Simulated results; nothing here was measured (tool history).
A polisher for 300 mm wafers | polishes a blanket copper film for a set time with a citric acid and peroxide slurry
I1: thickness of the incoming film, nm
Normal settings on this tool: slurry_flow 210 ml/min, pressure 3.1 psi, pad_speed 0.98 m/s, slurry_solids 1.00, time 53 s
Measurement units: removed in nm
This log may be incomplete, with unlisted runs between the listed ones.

run 1 hour=0.0 | slurry_flow=210 pressure=3.1 pad_speed=0.98 slurry_solids=1.00 time=53 | I1=1179.1 | removed=108.2
run 2 hour=47.7 | slurry_flow=210 pressure=3.1 pad_speed=0.98 slurry_solids=1.00 time=53 | I1=1166.4 | removed=105.0
run 3 hour=75.3 | slurry_flow=155 pressure=3.1 pad_speed=0.98 slurry_solids=1.00 time=53 | I1=1195.3 | removed=99.9
-- hour=104.0 worn pad replaced by a new one
run 4 hour=105.7 | slurry_flow=155 pressure=3.1 pad_speed=0.98 slurry_solids=1.00 time=53 | I1=1176.1 | removed=104.8
run 5 hour=122.5 | slurry_flow=210 pressure=3.1 pad_speed=0.98 slurry_solids=1.00 time=53 | I1=1197.7 | removed=112.8
run 6 hour=136.7 | slurry_flow=210 pressure=3.1 pad_speed=0.98 slurry_solids=1.00 time=53 | I1=1187.2 | removed=110.0
-- hour=170.7 slurry blender recalibrated
run 7 hour=171.2 | slurry_flow=210 pressure=3.1 pad_speed=0.98 slurry_solids=1.00 time=53 | I1=1206.0 | removed=117.2
run 8 hour=204.1 | slurry_flow=210 pressure=4.1 pad_speed=1.16 slurry_solids=1.25 time=43 | I1=1186.7 | removed=149.9
-- hour=232.8 slurry nozzle cleaned
run 9 hour=236.1 | slurry_flow=210 pressure=3.1 pad_speed=0.98 slurry_solids=1.00 time=53 | I1=1190.1 | removed=110.6
run 10 hour=249.5 | slurry_flow=210 pressure=3.1 pad_speed=0.66 slurry_solids=1.00 time=53 | I1=1171.1 | removed=77.2
-- hour=270.8 head pressure recalibrated
run 11 hour=274.4 | slurry_flow=210 pressure=3.1 pad_speed=0.74 slurry_solids=0.90 time=36 | I1=1183.4 | removed=55.3
-- hour=313.8 worn pad replaced by a new one
run 12 hour=333.3 | slurry_flow=210 pressure=3.1 pad_speed=1.28 slurry_solids=1.00 time=53 | I1=1176.7 | removed=141.8
run 13 hour=366.1 | slurry_flow=210 pressure=3.1 pad_speed=0.84 slurry_solids=0.75 time=53 | I1=1207.5 | removed=87.4
run 14 hour=399.6 | slurry_flow=210 pressure=3.1 pad_speed=0.98 slurry_solids=1.00 time=53 | I1=1183.3 | removed=109.5
run 15 hour=423.6 | slurry_flow=210 pressure=3.1 pad_speed=0.68 slurry_solids=0.70 time=53 | I1=1206.4 | removed=71.1
run 16 hour=435.9 | slurry_flow=210 pressure=3.1 pad_speed=0.98 slurry_solids=1.00 time=59 | I1=1211.9 | removed=118.4
run 17 hour=469.0 | slurry_flow=230 pressure=3.1 pad_speed=0.98 slurry_solids=1.00 time=65 | I1=1190.7 | removed=130.1
run 18 hour=503.7 | slurry_flow=160 pressure=2.0 pad_speed=0.98 slurry_solids=1.15 time=53 | I1=1181.7 | removed=67.5
-- hour=515.3 slurry blender recalibrated
run 19 hour=518.1 | slurry_flow=275 pressure=3.1 pad_speed=0.98 slurry_solids=1.00 time=53 | I1=1193.6 | removed=114.9
run 20 hour=552.5 | slurry_flow=210 pressure=3.1 pad_speed=0.98 slurry_solids=1.00 time=53 | I1=1181.0 | removed=109.1
-- hour=565.1 worn pad replaced by a new one
run 21 hour=581.1 | slurry_flow=210 pressure=2.1 pad_speed=0.98 slurry_solids=1.00 time=53 | I1=1199.6 | removed=79.1
-- hour=612.0 head pressure recalibrated
run 22 hour=613.8 | slurry_flow=170 pressure=2.1 pad_speed=0.98 slurry_solids=1.25 time=37 | I1=1191.6 | removed=56.3
-- hour=629.8 slurry nozzle cleaned
run 23 hour=646.4 | slurry_flow=210 pressure=3.1 pad_speed=0.98 slurry_solids=1.00 time=35 | I1=1199.9 | removed=73.2
run 24 hour=664.4 | slurry_flow=210 pressure=3.1 pad_speed=0.98 slurry_solids=0.80 time=53 | I1=1169.3 | removed=100.4
run 25 hour=696.4 | slurry_flow=210 pressure=3.7 pad_speed=0.98 slurry_solids=0.85 time=46 | I1=1204.2 | removed=104.0
run 26 hour=729.3 | slurry_flow=190 pressure=3.1 pad_speed=0.98 slurry_solids=1.00 time=46 | I1=1193.8 | removed=91.1
run 27 hour=754.9 | slurry_flow=155 pressure=2.1 pad_speed=0.98 slurry_solids=1.20 time=64 | I1=1212.2 | removed=87.8
run 28 hour=788.7 | slurry_flow=265 pressure=3.1 pad_speed=1.22 slurry_solids=1.00 time=53 | I1=1180.7 | removed=128.1
-- hour=800.5 worn pad replaced by a new one
run 29 hour=818.7 | slurry_flow=210 pressure=2.2 pad_speed=0.98 slurry_solids=1.00 time=53 | I1=1213.3 | removed=80.0

Hidden state, per run?
slurry flow missing at the pad, %: 0, the same for each run
deviation of the head's pressure from its setpoint, %: 0, the same for each run
H1: removal rate lost through wear of the pad, %
H2: abrasive missing from the slurry, %
run=1 H1=5.08 H2=18.2
run=2 H1=6.81 H2=19.8
run=3 H1=7.8 H2=20.5
run=4 H1=0.348 H2=21.1
run=5 H1=0.956 H2=21.3
run=6 H1=1.47 H2=21.5
run=7 H1=2.72 H2=3.09
run=8 H1=3.91 H2=8.55
run=9 H1=5.06 H2=12.6
run=10 H1=5.55 H2=14
run=11 H1=6.45 H2=16.2
run=12 H1=1.01 H2=19.8
run=13 H1=2.19 H2=21.2
run=14 H1=3.4 H2=22.2
run=15 H1=4.27 H2=22.8
run=16 H1=4.72 H2=23.1
run=17 H1=5.91 H2=23.7
run=18 H1=7.17 H2=24.1
run=19 H1=7.69 H2=1.29
run=20 H1=8.93 H2=6.86
run=21 H1=1.16 H2=10.4
run=22 H1=2.34 H2=13.5
run=23 H1=3.52 H2=15.9
run=24 H1=4.17 H2=16.9
run=25 H1=5.33 H2=18.4
run=26 H1=6.52 H2=19.6
run=27 H1=7.44 H2=20.3
run=28 H1=8.67 H2=21
run=29 H1=0.772 H2=21.5
